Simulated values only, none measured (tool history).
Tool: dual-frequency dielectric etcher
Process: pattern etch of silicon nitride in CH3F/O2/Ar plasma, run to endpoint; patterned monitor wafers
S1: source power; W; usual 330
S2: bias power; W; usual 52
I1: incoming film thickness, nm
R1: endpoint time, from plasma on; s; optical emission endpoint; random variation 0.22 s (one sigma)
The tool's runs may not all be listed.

| run | hour | S1 | S2 | I1 | R1 |
|---|---|---|---|---|---|
| 1 | 0.0 | 390 | 46 | 41.69 | 62.9 |
| 2 | 61.7 | 390 | 46 | 41.86 | 62.8 |
| 3 | 123.7 | 390 | 46 | 42.05 | 63.3 |
| 4 | 177.6 | 330 | 52 | 42.08 | 66.3 |
| 5 | 274.8 | 330 | 52 | 41.62 | 65.1 |
| 6 | 324.9 | 330 | 52 | 42.00 | 65.8 |
| 7 | 418.7 | 330 | 52 | 41.45 | 64.8 |
| 8 | 462.6 | 330 | 52 | 41.52 | 65.0 |
|  | 519.6 | wet clean of the chamber |
| 9 | 544.0 | 330 | 52 | 41.31 | 64.8 |
| 10 | 616.5 | 330 | 52 | 42.11 | 65.4 |
| 11 | 664.3 | 330 | 52 | 41.43 | 64.3 |
| 12 | 706.8 | 330 | 52 | 41.61 | 64.8 |
| 13 | 805.0 | 330 | 52 | 41.81 | 64.8 |
|  | 898.1 | upper electrode replaced |
| 14 | 898.6 | 330 | 52 | 41.89 | 64.8 |
|  | 920.8 | source power generator calibrated |
| 15 | 957.1 | 370 | 57 | 41.65 | 59.4 |
| 16 | 1063.4 | 370 | 63 | 41.83 | 57.6 |
|  | 1211.0 | wet clean of the chamber |
| 17 | 1211.5 | 330 | 40 | 41.49 | 72.0 |
| 18 | 1303.3 | 330 | 52 | 41.79 | 66.1 |
| 19 | 1382.7 | 400 | 47 | 41.61 | 61.2 |
| 20 | 1470.8 | 300 | 58 | 41.70 | 66.4 |
| 21 | 1573.4 | 310 | 61 | 40.84 | 61.9 |
|  | 1615.1 | bias power generator calibrated |
| 22 | 1623.6 | 330 | 44 | 41.58 | 69.9 |
| 23 | 1692.5 | 360 | 63 | 41.62 | 58.9 |
| 24 | 1797.0 | 390 | 48 | 41.96 | 62.4 |
|  | 1854.7 | wet clean of the chamber |
| 25 | 1855.2 | 380 | 46 | 41.81 | 64.1 |
| 26 | 1923.7 | 250 | 64 | 41.55 | 71.0 |
| 27 | 2009.8 | 330 | 48 | 41.25 | 67.1 |
| 28 | 2111.5 | 290 | 59 | 41.82 | 68.0 |
| 29 | 2174.4 | 330 | 52 | 42.07 | 66.3 |
| 30 | 2223.4 | 290 | 48 | 41.90 | 73.3 |
| 31 | 2277.4 | 400 | 58 | 41.73 | 57.0 |
| 32 | 2347.3 | 330 | 52 | 41.68 | 65.5 |
| 33 | 2453.4 | 330 | 52 | 41.50 | 65.4 |
|  | 2494.5 | wet clean of the chamber |
| 34 | 2541.7 | 360 | 63 | 41.42 | 57.7 |
| 35 | 2632.3 | 330 | 52 | 41.95 | 65.7 |
| 36 | 2695.2 | 300 | 52 | 41.68 | 68.7 |

Some steps in R1 between neighbouring runs. How much of each would the tool show without its hidden state too (settings, what came in, random variation), and how much is left for the hidden state, with any gauge scatter that isn't in both results?
The hidden state here: etch rate over this chamber's usual, %; source power that arrives over what is set, %; bias power that arrives over what is set, %.
Run 14 -> 15: S1 330 -> 370, S2 52 -> 57, source power generator calibrated. R1 -5.4 s: hidden state +1.2, all else -6.6.
Run 16 -> 17: S1 370 -> 330, S2 63 -> 40, wet clean of the chamber. R1 +14.4 s: hidden state -0.1, all else +14.5.
Run 19 -> 20: S1 400 -> 300, S2 47 -> 58. R1 +5.2 s: hidden state -0.3, all else +5.5.
Run 21 -> 22: S1 310 -> 330, S2 61 -> 44, bias power generator calibrated. R1 +8.0 s: hidden state +0.7, all else +7.3.
Run 22 -> 23: S1 330 -> 360, S2 44 -> 63. R1 -11.0 s: hidden state +0.0, all else -11.0.
Run 30 -> 31: S1 290 -> 400, S2 48 -> 58. R1 -16.3 s: hidden state +0.1, all else -16.4.
